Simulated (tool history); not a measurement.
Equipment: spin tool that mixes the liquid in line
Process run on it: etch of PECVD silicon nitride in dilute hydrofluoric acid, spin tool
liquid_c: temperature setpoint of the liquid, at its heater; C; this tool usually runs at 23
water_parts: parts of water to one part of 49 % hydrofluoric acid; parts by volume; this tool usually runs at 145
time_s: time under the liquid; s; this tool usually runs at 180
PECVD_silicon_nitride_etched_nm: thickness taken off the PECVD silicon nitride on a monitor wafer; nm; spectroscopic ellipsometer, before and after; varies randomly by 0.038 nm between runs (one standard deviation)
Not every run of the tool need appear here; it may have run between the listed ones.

run	hour	liquid_c	water_parts	time_s	read-back film thickness of the PECVD silicon nitride reference wafer, read on the same gauge (nm)	PECVD_silicon_nitride_etched_nm
1	0	23	145	150	150.001	3.645
2	35.2	23	145	150	150.006	3.7
3	62.1	23	145	150	149.995	3.744
4	85.1	23	165	180	150.03	3.882
5	97.8	23	165	180	150.006	3.95
6	112.9	26	145	180	149.993	5.448
7	142	26	145	180	150.003	5.384
# hour 176: hydrofluoric acid flow meter replaced
8	176.4	23	145	180	149.996	4.534
# hour 188.7: gauge calibrated
9	195	23	145	180	150.018	4.496
10	217.9	23	145	180	149.995	4.532
11	230.2	26	145	180	150	5.534
12	243.6	23	145	180	149.999	4.467
13	263.2	20	145	180	150.006	3.747
14	288.1	21.5	210	90	150.009	1.411
# hour 296.9: thermometer replaced
15	319.3	23	125	75	149.991	1.904
16	344.3	21.5	210	90	150.007	1.26
17	373.2	18.5	145	210	149.996	3.456
18	405.7	23	115	180	149.99	4.986
19	425.8	23	120	180	149.991	4.845
20	465.9	23	145	70	149.97	1.553

Predict each of these 3 candidate next runs independently; none follows another, all start after run 20:
A	466.4	23	145	180	?	?
B	466.4	23	145	270	?	?
C	466.4	26.5	145	180	?	?

run	read-back film thickness of the PECVD silicon nitride reference wafer, read on the same gauge (nm)	PECVD_silicon_nitride_etched_nm
A	149.996	4.019
B	149.996	6.028
C	149.996	5.028
Stripped of hidden state, with their random variation kept, the same runs would have yielded:
run	PECVD_silicon_nitride_etched_nm
A	3.921
B	5.881
C	4.909
